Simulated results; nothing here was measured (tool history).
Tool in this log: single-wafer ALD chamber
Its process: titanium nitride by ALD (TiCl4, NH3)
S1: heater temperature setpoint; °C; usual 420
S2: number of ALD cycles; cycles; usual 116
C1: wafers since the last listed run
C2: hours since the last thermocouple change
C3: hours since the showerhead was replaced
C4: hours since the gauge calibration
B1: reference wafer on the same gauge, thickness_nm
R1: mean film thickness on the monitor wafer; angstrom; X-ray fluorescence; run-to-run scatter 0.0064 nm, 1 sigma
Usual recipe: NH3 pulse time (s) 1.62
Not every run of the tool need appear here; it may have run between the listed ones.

Run 1, hour 0: usual settings but S1 425 °C; C1 0; C2 1423.8; C3 6083.5; C4 912.9; B1 3.11. Result: R1 27 angstrom.
Run 2, hour 61.9: usual settings but S1 425 °C; C1 94; C2 1485.7; C3 6145.4; C4 974.8; B1 3.108. Result: R1 26.97 angstrom.
Run 3, hour 157.4: usual settings but S1 425 °C; C1 145; C2 1581.2; C3 6240.9; C4 1070.3; B1 3.111. Result: R1 27.01 angstrom.
Run 4, hour 258.5: usual settings; C1 154; C2 1682.3; C3 6342; C4 1171.4; B1 3.109. Result: R1 27 angstrom.
Run 5, hour 294.5: usual settings; C1 54; C2 1718.3; C3 6378; C4 1207.4; B1 3.113. Result: R1 26.84 angstrom.
Run 6, hour 357.7: usual settings; C1 96; C2 1781.5; C3 6441.2; C4 1270.6; B1 3.108. Result: R1 27.02 angstrom.
Run 7, hour 426.9: usual settings; C1 105; C2 1850.7; C3 6510.4; C4 1339.8; B1 3.11. Result: R1 27.03 angstrom.
Run 8, hour 509.5: usual settings but S2 127 cycles; C1 126; C2 1933.3; C3 6593; C4 1422.4; B1 3.107. Result: R1 29.57 angstrom.
Run 9, hour 615.4: usual settings but S2 127 cycles; C1 161; C2 2039.2; C3 6698.9; C4 1528.3; B1 3.111. Result: R1 29.35 angstrom.
Run 10, hour 665.2: usual settings but S2 127 cycles; C1 76; C2 2089; C3 6748.7; C4 1578.1; B1 3.111. Result: R1 29.59 angstrom.
At hour 704.1: gauge calibrated.
Run 11, hour 725.6: usual settings but S1 415 °C, S2 107 cycles; C1 92; C2 2149.4; C3 6809.1; C4 21.5; B1 3.111. Result: R1 24.68 angstrom.
Run 12, hour 772.5: usual settings but S1 425 °C; C1 71; C2 2196.3; C3 6856; C4 68.4; B1 3.114. Result: R1 27.06 angstrom.
At hour 936.7: thermocouple changed; heater temperature recalibrated.
Run 13, hour 958.4: usual settings but S1 410 °C, S2 108 cycles, NH3 pulse time (s) 2.11; C1 271; C2 21.7; C3 7041.9; C4 254.3; B1 3.111. Result: R1 25.22 angstrom.
Run 14, hour 1062.3: usual settings but NH3 pulse time (s) 2.23; C1 158; C2 125.6; C3 7145.8; C4 358.2; B1 3.107. Result: R1 27.1 angstrom.
At hour 1079.2: showerhead replaced.
Run 15, hour 1110.9: usual settings; C1 61; C2 174.2; C3 31.7; C4 406.8; B1 3.108. Result: R1 26.94 angstrom.
Run 16, hour 1189.8: usual settings but S1 431 °C, S2 103 cycles; C1 120; C2 253.1; C3 110.6; C4 485.7; B1 3.111. Result: R1 23.94 angstrom.
Run 17, hour 1256: usual settings but NH3 pulse time (s) 1.97; C1 101; C2 319.3; C3 176.8; C4 551.9; B1 3.107. Result: R1 27.04 angstrom.
Run 18, hour 1505.4: usual settings but S2 95 cycles, NH3 pulse time (s) 2.06; C1 380; C2 568.7; C3 426.2; C4 801.3; B1 3.107. Result: R1 22.22 angstrom.
Run 19, hour 1594.3: usual settings; C1 135; C2 657.6; C3 515.1; C4 890.2; B1 3.111. Result: R1 26.87 angstrom.
Run 20, hour 1647.8: usual settings but S1 412 °C, S2 130 cycles, NH3 pulse time (s) 1.98; C1 81; C2 711.1; C3 568.6; C4 943.7; B1 3.112. Result: R1 30.19 angstrom.

Alternative continuations, all from the tool just after run 20; predict every row:
Run A, hour 1648.4: usual settings but S1 409 °C; C1 0; C2 711.7; C3 569.2; C4 944.3; B1 ?. Result: R1 ?.
Run B, hour 1648.4: usual settings but S1 434 °C; C1 0; C2 711.7; C3 569.2; C4 944.3; B1 ?. Result: R1 ?.
Run C, hour 1648.4: usual settings but NH3 pulse time (s) 1.96; C1 0; C2 711.7; C3 569.2; C4 944.3; B1 ?. Result: R1 ?.

run     B1     R1
  A  3.107  26.77
  B  3.107     27
  C  3.107  27.04
Had the tool no hidden state, the same runs would have come out as:
run     R1
  A  26.77
  B     27
  C  27.04

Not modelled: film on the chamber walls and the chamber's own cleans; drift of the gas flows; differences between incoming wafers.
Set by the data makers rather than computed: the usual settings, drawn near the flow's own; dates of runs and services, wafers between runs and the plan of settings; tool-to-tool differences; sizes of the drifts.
